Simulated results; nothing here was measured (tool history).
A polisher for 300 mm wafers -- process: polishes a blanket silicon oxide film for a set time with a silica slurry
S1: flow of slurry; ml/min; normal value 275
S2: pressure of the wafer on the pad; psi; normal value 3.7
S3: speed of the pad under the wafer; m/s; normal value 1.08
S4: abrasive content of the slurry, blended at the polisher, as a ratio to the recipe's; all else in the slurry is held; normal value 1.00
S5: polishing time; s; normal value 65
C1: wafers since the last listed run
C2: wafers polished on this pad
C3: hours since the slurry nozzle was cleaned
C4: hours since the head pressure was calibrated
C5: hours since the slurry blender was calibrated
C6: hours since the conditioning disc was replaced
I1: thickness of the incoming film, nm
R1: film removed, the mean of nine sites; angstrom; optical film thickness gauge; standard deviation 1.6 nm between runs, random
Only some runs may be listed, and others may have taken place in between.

| run | day | S1 | S2 | S3 | S4 | S5 | C1 | C2 | C3 | C4 | C5 | C6 | I1 | R1 |
|---|---|---|---|---|---|---|---|---|---|---|---|---|---|---|
| 1 | 0.000 | 275 | 4.7 | 1.08 | 1.00 | 65 | 0 | 670 | 154.2 | 293.4 | 178.6 | 194.9 | 839.4 | 1964 |
| 2 | 0.796 | 275 | 3.7 | 1.08 | 1.00 | 65 | 110 | 780 | 173.3 | 312.5 | 197.7 | 214.0 | 831.4 | 1562 |
|  | 2.271 | slurry blender recalibrated |
|  | 3.283 | conditioning disc replaced and pad reconditioned |
| 3 | 4.429 | 275 | 3.7 | 1.08 | 1.00 | 65 | 479 | 1260 | 260.5 | 399.7 | 51.8 | 27.5 | 844.0 | 1705 |
| 4 | 5.804 | 275 | 3.7 | 0.82 | 1.00 | 65 | 190 | 1450 | 293.5 | 432.7 | 84.8 | 60.5 | 839.8 | 1349 |
|  | 6.467 | worn pad replaced by a new one |
| 5 | 7.250 | 275 | 3.7 | 0.82 | 1.00 | 65 | 176 | 108 | 328.2 | 467.4 | 119.5 | 95.2 | 836.3 | 1350 |
| 6 | 8.700 | 275 | 2.9 | 1.08 | 1.00 | 65 | 200 | 309 | 363.0 | 502.2 | 154.3 | 130.0 | 830.3 | 1302 |
| 7 | 9.283 | 275 | 2.9 | 1.08 | 1.00 | 65 | 80 | 389 | 377.0 | 516.2 | 168.3 | 144.0 | 843.7 | 1290 |
| 8 | 10.317 | 275 | 3.7 | 1.08 | 1.00 | 65 | 142 | 532 | 401.8 | 541.0 | 193.1 | 168.8 | 832.5 | 1600 |
| 9 | 11.117 | 275 | 3.7 | 0.86 | 1.00 | 65 | 110 | 643 | 421.0 | 560.2 | 212.3 | 188.0 | 840.7 | 1316 |
| 10 | 12.142 | 275 | 3.7 | 0.86 | 1.00 | 65 | 141 | 784 | 445.6 | 584.8 | 236.9 | 212.6 | 849.1 | 1308 |
|  | 12.608 | slurry blender recalibrated |
| 11 | 12.788 | 275 | 3.7 | 0.86 | 1.00 | 65 | 77 | 862 | 461.1 | 600.3 | 4.3 | 228.1 | 851.3 | 1284 |
|  | 13.012 | conditioning disc replaced and pad reconditioned |
|  | 13.621 | slurry nozzle cleaned |
| 12 | 13.954 | 275 | 3.7 | 1.08 | 1.15 | 65 | 144 | 1006 | 8.0 | 628.3 | 32.3 | 22.6 | 833.0 | 1826 |
| 13 | 15.246 | 275 | 3.7 | 1.08 | 1.00 | 65 | 178 | 1185 | 39.0 | 659.3 | 63.3 | 53.6 | 836.1 | 1643 |
| 14 | 15.862 | 190 | 3.7 | 1.08 | 0.80 | 65 | 85 | 1270 | 53.8 | 674.1 | 78.1 | 68.4 | 858.3 | 1384 |
|  | 16.729 | worn pad replaced by a new one |
| 15 | 16.746 | 305 | 4.2 | 1.26 | 0.85 | 65 | 99 | 2 | 75.0 | 695.3 | 99.3 | 89.6 | 821.9 | 1887 |
| 16 | 17.362 | 180 | 3.7 | 1.08 | 1.00 | 65 | 85 | 87 | 89.8 | 710.1 | 114.1 | 104.4 | 827.9 | 1519 |
| 17 | 19.412 | 275 | 3.7 | 1.08 | 1.00 | 65 | 283 | 370 | 139.0 | 759.3 | 163.3 | 153.6 | 844.9 | 1572 |
|  | 19.912 | head pressure recalibrated |
| 18 | 20.850 | 230 | 3.7 | 1.08 | 1.00 | 78 | 187 | 558 | 173.5 | 22.5 | 197.8 | 188.1 | 852.2 | 1904 |
|  | 21.012 | slurry blender recalibrated |
| 19 | 22.288 | 275 | 3.7 | 1.08 | 1.00 | 65 | 187 | 745 | 208.0 | 57.0 | 30.6 | 222.6 | 830.8 | 1631 |
|  | 24.896 | conditioning disc replaced and pad reconditioned |
| 20 | 25.321 | 275 | 3.7 | 1.42 | 1.20 | 59 | 407 | 1153 | 280.8 | 129.8 | 103.4 | 10.2 | 855.3 | 2134 |
| 21 | 25.875 | 315 | 3.7 | 1.08 | 1.00 | 65 | 76 | 1229 | 294.1 | 143.1 | 116.7 | 23.5 | 840.4 | 1737 |
|  | 26.488 | worn pad replaced by a new one |
| 22 | 27.179 | 275 | 3.7 | 1.08 | 1.00 | 65 | 157 | 95 | 325.4 | 174.4 | 148.0 | 54.8 | 828.8 | 1702 |

For each entry between runs, how does the tool's hidden state at the last listed run before it compare with that at the first listed run after it?
After run 2, before run 3: slurry blender recalibrated (day 2.271); conditioning disc replaced and pad reconditioned (day 3.283)
  deviation of the head's pressure from its setpoint, %: -1.2 -> -1.93; time polished since the conditioner stopped cutting, s: 169 -> 27.5
  measured minus no-state result, R1: -209 -> -69 angstrom
After run 4, before run 5: worn pad replaced by a new one (day 6.467)
  deviation of the head's pressure from its setpoint, %: -2.25 -> -2.61; time polished since the conditioner stopped cutting, s: 49.6 -> 72.8
  measured minus no-state result, R1: -70 -> -93 angstrom
After run 10, before run 11: slurry blender recalibrated (day 12.608)
  deviation of the head's pressure from its setpoint, %: -4.06 -> -4.27; time polished since the conditioner stopped cutting, s: 151 -> 162
  measured minus no-state result, R1: -172 -> -180 angstrom
After run 11, before run 12: conditioning disc replaced and pad reconditioned (day 13.012); slurry nozzle cleaned (day 13.621)
  deviation of the head's pressure from its setpoint, %: -4.27 -> -4.67; time polished since the conditioner stopped cutting, s: 162 -> 18.4
  measured minus no-state result, R1: -180 -> -113 angstrom
After run 14, before run 15: worn pad replaced by a new one (day 16.729)
  deviation of the head's pressure from its setpoint, %: -5.37 -> -5.71; time polished since the conditioner stopped cutting, s: 49 -> 63.2
  measured minus no-state result, R1: -128 -> -228 angstrom
After run 17, before run 18: head pressure recalibrated (day 19.912)
  deviation of the head's pressure from its setpoint, %: -6.8 -> -0.366; time polished since the conditioner stopped cutting, s: 106 -> 129
  measured minus no-state result, R1: -236 -> -187 angstrom
After run 18, before run 19: slurry blender recalibrated (day 21.012)
  deviation of the head's pressure from its setpoint, %: -0.366 -> -0.398; time polished since the conditioner stopped cutting, s: 129 -> 152
  measured minus no-state result, R1: -187 -> -187 angstrom
After run 19, before run 20: conditioning disc replaced and pad reconditioned (day 24.896)
  deviation of the head's pressure from its setpoint, %: -0.398 -> -0.557; time polished since the conditioner stopped cutting, s: 152 -> 26
  measured minus no-state result, R1: -187 -> -67 angstrom
After run 21, before run 22: worn pad replaced by a new one (day 26.488)
  deviation of the head's pressure from its setpoint, %: -0.6 -> -0.716; time polished since the conditioner stopped cutting, s: 34.9 -> 55.9
  measured minus no-state result, R1: -57 -> -84 angstrom
